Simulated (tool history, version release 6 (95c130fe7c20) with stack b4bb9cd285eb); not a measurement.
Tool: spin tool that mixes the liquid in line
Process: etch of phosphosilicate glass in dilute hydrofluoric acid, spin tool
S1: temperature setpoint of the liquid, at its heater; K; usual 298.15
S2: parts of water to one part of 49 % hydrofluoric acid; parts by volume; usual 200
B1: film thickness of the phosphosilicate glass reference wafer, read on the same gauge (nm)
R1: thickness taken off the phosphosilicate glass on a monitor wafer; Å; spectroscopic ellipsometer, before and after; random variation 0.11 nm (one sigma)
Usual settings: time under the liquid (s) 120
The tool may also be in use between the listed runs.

Run 1, hour 0.0: usual settings but S2 270 parts by volume; B1 130.01. Result: R1 237.4 Å.
At hour 7.4: gauge calibrated.
Run 2, hour 14.9: usual settings but S2 270 parts by volume; B1 130.00. Result: R1 235.8 Å.
Run 3, hour 26.0: usual settings but S2 270 parts by volume; B1 130.02. Result: R1 236.6 Å.
Run 4, hour 43.3: usual settings; B1 129.99. Result: R1 346.7 Å.
Run 5, hour 71.3: usual settings; B1 129.99. Result: R1 348.2 Å.
Run 6, hour 78.5: usual settings but time under the liquid (s) 100; B1 130.00. Result: R1 289.2 Å.
Run 7, hour 94.7: usual settings but time under the liquid (s) 100; B1 130.01. Result: R1 290.3 Å.
At hour 103.7: thermometer replaced.
Run 8, hour 111.1: usual settings but time under the liquid (s) 100; B1 130.04. Result: R1 260.9 Å.
Run 9, hour 121.6: usual settings; B1 130.03. Result: R1 315.8 Å.
Run 10, hour 129.8: usual settings; B1 130.04. Result: R1 315.0 Å.
Run 11, hour 142.4: usual settings; B1 130.03. Result: R1 317.1 Å.
Run 12, hour 150.7: usual settings; B1 129.96. Result: R1 314.1 Å.
Run 13, hour 157.8: usual settings; B1 130.05. Result: R1 315.4 Å.
Run 14, hour 174.4: usual settings but S2 140 parts by volume, time under the liquid (s) 90; B1 130.01. Result: R1 364.4 Å.
Run 15, hour 185.5: usual settings but S1 296.15 K, S2 245 parts by volume, time under the liquid (s) 55; B1 130.02. Result: R1 104.6 Å.
At hour 187.7: gauge calibrated.
Run 16, hour 199.4: usual settings but S2 110 parts by volume, time under the liquid (s) 95; B1 129.99. Result: R1 506.8 Å.
Run 17, hour 205.7: usual settings; B1 130.00. Result: R1 316.3 Å.
Run 18, hour 213.8: usual settings; B1 129.98. Result: R1 317.2 Å.
Run 19, hour 222.4: usual settings but S2 120 parts by volume; B1 130.04. Result: R1 583.9 Å.
At hour 227.5: hydrofluoric acid flow meter replaced.
Run 20, hour 233.1: usual settings; B1 129.98. Result: R1 319.0 Å.
Run 21, hour 244.9: usual settings but S1 294.15 K, S2 235 parts by volume, time under the liquid (s) 190; B1 130.03. Result: R1 356.6 Å.
Run 22, hour 259.0: usual settings but S2 125 parts by volume; B1 129.95. Result: R1 555.6 Å.
Run 23, hour 271.7: usual settings; B1 130.02. Result: R1 319.9 Å.
Run 24, hour 278.6: usual settings but time under the liquid (s) 100; B1 130.03. Result: R1 264.7 Å.
Run 25, hour 290.4: usual settings but S1 293.65 K, S2 155 parts by volume; B1 130.02. Result: R1 363.5 Å.
Run 26, hour 299.5: usual settings but S1 300.15 K, time under the liquid (s) 55; B1 130.00. Result: R1 157.1 Å.
Run 27, hour 311.0: usual settings but S1 293.65 K, time under the liquid (s) 90; B1 129.99. Result: R1 202.1 Å.

Forecast each of these 4 alternatives for the next run:
Run A, hour 311.4: usual settings; B1 ?. Result: R1 ?.
Run B, hour 311.4: usual settings but S1 296.15 K, S2 250 parts by volume, time under the liquid (s) 160; B1 ?. Result: R1 ?.
Run C, hour 311.4: usual settings but S1 302.65 K, S2 280 parts by volume; B1 ?. Result: R1 ?.
Run D, hour 311.4: usual settings but S1 301.65 K, S2 245 parts by volume; B1 ?. Result: R1 ?.

run      B1     R1
  A  129.99  321.1
  B  129.99  302.2
  C  129.99  245.0
  D  129.99  281.8
Without the tool's hidden state the same runs would have given:
run     R1
  A  316.0
  B  297.4
  C  241.5
  D  277.6

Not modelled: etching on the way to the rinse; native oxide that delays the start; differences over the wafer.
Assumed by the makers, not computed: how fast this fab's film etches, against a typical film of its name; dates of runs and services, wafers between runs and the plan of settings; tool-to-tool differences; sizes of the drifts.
